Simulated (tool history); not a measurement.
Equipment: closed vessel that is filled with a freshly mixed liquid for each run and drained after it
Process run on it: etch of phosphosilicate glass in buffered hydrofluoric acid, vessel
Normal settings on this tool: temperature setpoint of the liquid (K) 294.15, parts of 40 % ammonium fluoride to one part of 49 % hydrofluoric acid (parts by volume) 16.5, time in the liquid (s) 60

| run | hour | temperature setpoint of the liquid (K) | parts of 40 % ammonium fluoride to one part of 49 % hydrofluoric acid (parts by volume) | time in the liquid (s) | read-back film thickness of the phosphosilicate glass reference wafer, read on the same gauge (nm) | thickness taken off the phosphosilicate glass on a monitor wafer (nm) |
|---|---|---|---|---|---|---|
| 1 | 0.0 | 294.15 | 16.5 | 60 | 110.02 | 279.05 |
|  | 5.0 | gauge calibrated |
| 2 | 104.9 | 294.15 | 16.5 | 60 | 110.00 | 277.64 |
| 3 | 151.6 | 294.15 | 16.5 | 60 | 109.96 | 280.54 |
| 4 | 190.7 | 294.15 | 16.5 | 60 | 109.98 | 279.31 |
| 5 | 275.6 | 294.15 | 16.5 | 60 | 110.00 | 280.81 |
| 6 | 381.8 | 294.15 | 16.5 | 60 | 109.96 | 284.72 |
| 7 | 476.7 | 294.15 | 16.5 | 60 | 109.99 | 288.88 |
| 8 | 537.5 | 294.15 | 16.5 | 60 | 110.01 | 288.02 |
|  | 571.2 | thermometer replaced |
| 9 | 587.4 | 294.15 | 16.5 | 60 | 109.97 | 291.97 |
| 10 | 636.6 | 292.65 | 16.5 | 60 | 110.02 | 265.73 |
| 11 | 689.1 | 294.15 | 16.5 | 60 | 110.03 | 292.66 |
| 12 | 760.4 | 299.15 | 16.5 | 70 | 110.04 | 444.89 |
|  | 762.6 | hydrofluoric acid flow meter replaced |
| 13 | 830.5 | 298.65 | 16.5 | 60 | 109.98 | 395.99 |
| 14 | 893.6 | 298.15 | 14.0 | 35 | 109.95 | 260.66 |
|  | 919.4 | gauge calibrated |
| 15 | 929.8 | 294.15 | 16.5 | 60 | 110.02 | 310.09 |

Expected results for the next run?
|  | 981.6 | hydrofluoric acid flow meter replaced, repeated, since the last time left the tool worse |
| 16 | 1016.5 | 294.15 | 16.5 | 85 | ? | ? |

{"run 16": {"read-back film thickness of the phosphosilicate glass reference wafer, read on the same gauge (nm)": 110.0, "thickness taken off the phosphosilicate glass on a monitor wafer (nm)": 387.99}}
On a tool with no hidden condition, and with the same random variation, this run would have come out at thickness taken off the phosphosilicate glass on a monitor wafer (nm) 383.17.
